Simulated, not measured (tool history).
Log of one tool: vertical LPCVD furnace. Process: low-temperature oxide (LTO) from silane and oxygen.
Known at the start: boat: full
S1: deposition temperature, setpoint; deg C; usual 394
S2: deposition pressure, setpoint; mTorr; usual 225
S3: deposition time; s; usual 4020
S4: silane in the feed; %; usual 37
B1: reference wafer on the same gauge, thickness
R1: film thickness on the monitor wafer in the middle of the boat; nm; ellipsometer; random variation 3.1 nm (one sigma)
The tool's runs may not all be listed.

Run 1, hour 0: usual settings; B1 622.59. Result: R1 525.7 nm.
Run 2, hour 13: usual settings; B1 622.33. Result: R1 522.89 nm.
Run 3, hour 43.8: usual settings; B1 622.82. Result: R1 526.35 nm.
Run 4, hour 65.8: usual settings; B1 623.05. Result: R1 521.29 nm.
Run 5, hour 91.7: usual settings; B1 623.1. Result: R1 521.86 nm.
Run 6, hour 142.1: usual settings but S1 389 deg C; B1 620.27. Result: R1 496.74 nm.
Run 7, hour 205.4: usual settings but S1 389 deg C; B1 623.25. Result: R1 497.21 nm.
Run 8, hour 228.2: usual settings; B1 624.42. Result: R1 524.34 nm.
Run 9, hour 254.9: usual settings; B1 624.74. Result: R1 523.74 nm.
Run 10, hour 274.8: usual settings; B1 623.25. Result: R1 524.73 nm.
Run 11, hour 294.3: usual settings; B1 621.4. Result: R1 526.35 nm.
Run 12, hour 347.7: usual settings but S2 175 mTorr, S3 3330 s, S4 32 %; B1 620.9. Result: R1 277.36 nm.
Run 13, hour 354.9: usual settings but S4 40 %; B1 623.72. Result: R1 580.44 nm.
Run 14, hour 371.7: usual settings; B1 623.39. Result: R1 523.21 nm.
Run 15, hour 413.5: usual settings but S1 403 deg C, S4 43 %; B1 623.22. Result: R1 692.42 nm.
Run 16, hour 499.7: usual settings but S2 185 mTorr, S4 33 %; B1 622.44. Result: R1 372.02 nm.
Run 17, hour 522.5: usual settings but S1 390 deg C; B1 622.84. Result: R1 497.91 nm.
Run 18, hour 545.2: usual settings; B1 622.05. Result: R1 524.9 nm.
Run 19, hour 571.5: usual settings but S3 5070 s, S4 41 %; B1 621.49. Result: R1 748.32 nm.
Run 20, hour 605.2: usual settings but S1 385 deg C, S2 180 mTorr; B1 624.49. Result: R1 375.38 nm.
Run 21, hour 640.9: usual settings; B1 624.49. Result: R1 526.13 nm.
Run 22, hour 673.9: usual settings but S3 2670 s; B1 621.63. Result: R1 346.93 nm.

Not shown: 5 entries that the log had between the listed runs. Between which runs, and how does the tool's hidden state differ before and after?
Between runs 8 and 9: gauge calibrated (hour 242.6)
  no hidden state differs between the two runs
Between runs 11 and 12: silane flow controller replaced (hour 347.2)
  no hidden state differs between the two runs
Between runs 14 and 15: pressure gauge zeroed (hour 403.1); thermocouples replaced and temperature profile calibrated (hour 413)
  no hidden state differs between the two runs
Between runs 21 and 22: gauge calibrated (hour 645.1)
  no hidden state differs between the two runs
